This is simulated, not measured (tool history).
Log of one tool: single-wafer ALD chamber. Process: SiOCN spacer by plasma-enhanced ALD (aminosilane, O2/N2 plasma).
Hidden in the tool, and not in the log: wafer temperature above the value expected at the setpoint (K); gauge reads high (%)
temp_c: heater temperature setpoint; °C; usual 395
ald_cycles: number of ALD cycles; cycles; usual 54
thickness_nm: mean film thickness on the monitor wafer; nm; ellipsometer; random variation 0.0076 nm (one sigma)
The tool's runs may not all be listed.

run,hour,temp_c,ald_cycles,wafers since the last listed run,hours since the last thermocouple change,hours since the gauge calibration,"read-back reference wafer on the same gauge, thickness_nm",thickness_nm
1,0,395,52,0,1574,305.7,3.588,2.928
2,33.4,407,48,205,1607.4,339.1,3.593,2.666
3,48.3,401,54,91,1622.3,354,3.589,3.036
4,74.4,400,54,160,1648.4,380.1,3.589,3.035
5,96.1,388,54,133,1670.1,401.8,3.591,3.037
6,112.3,388,54,99,1686.3,418,3.592,3.048
7,147.3,395,54,215,1721.3,453,3.586,3.039
8,197.2,395,54,307,1771.2,502.9,3.588,3.032
9,229.6,395,54,199,1803.6,535.3,3.595,3.04
10,245,385,63,94,1819,550.7,3.592,3.536
11,280.5,395,47,218,1854.5,586.2,3.589,2.658
12,306.9,395,47,162,1880.9,612.6,3.586,2.654
13,342.5,395,47,219,1916.5,648.2,3.589,2.65
14,364.3,395,54,134,1938.3,670,3.591,3.046
15,378.2,401,64,85,1952.2,683.9,3.59,3.6
16,401.5,408,58,143,1975.5,707.2,3.59,3.215
17,434.2,403,54,201,2008.2,739.9,3.589,3.022
18,465.5,410,49,192,2039.5,771.2,3.592,2.699
19,495.8,401,48,186,2069.8,801.5,3.586,2.704
# hour 516.5: thermocouple changed; heater temperature recalibrated
20,529.9,395,54,160,13.4,835.6,3.592,3.043
21,563.2,395,54,204,46.7,868.9,3.592,3.05
# hour 564.9: gauge calibrated
22,589.4,401,48,161,72.9,24.5,3.591,2.688
23,613.4,387,63,147,96.9,48.5,3.588,3.572
24,645.3,382,60,196,128.8,80.4,3.588,3.386
25,659.9,384,54,89,143.4,95,3.588,3.033
26,686.3,404,65,162,169.8,121.4,3.592,3.629
27,700.2,386,46,85,183.7,135.3,3.593,2.588
28,736.2,388,51,221,219.7,171.3,3.59,2.875

How the hidden state differs across the entries between the runs, from the last listed run before each to the first after it:
Between runs 19 and 20: thermocouple changed; heater temperature recalibrated (hour 516.5)
  no hidden state differs between the two runs
Between runs 21 and 22: gauge calibrated (hour 564.9)
  no hidden state differs between the two runs
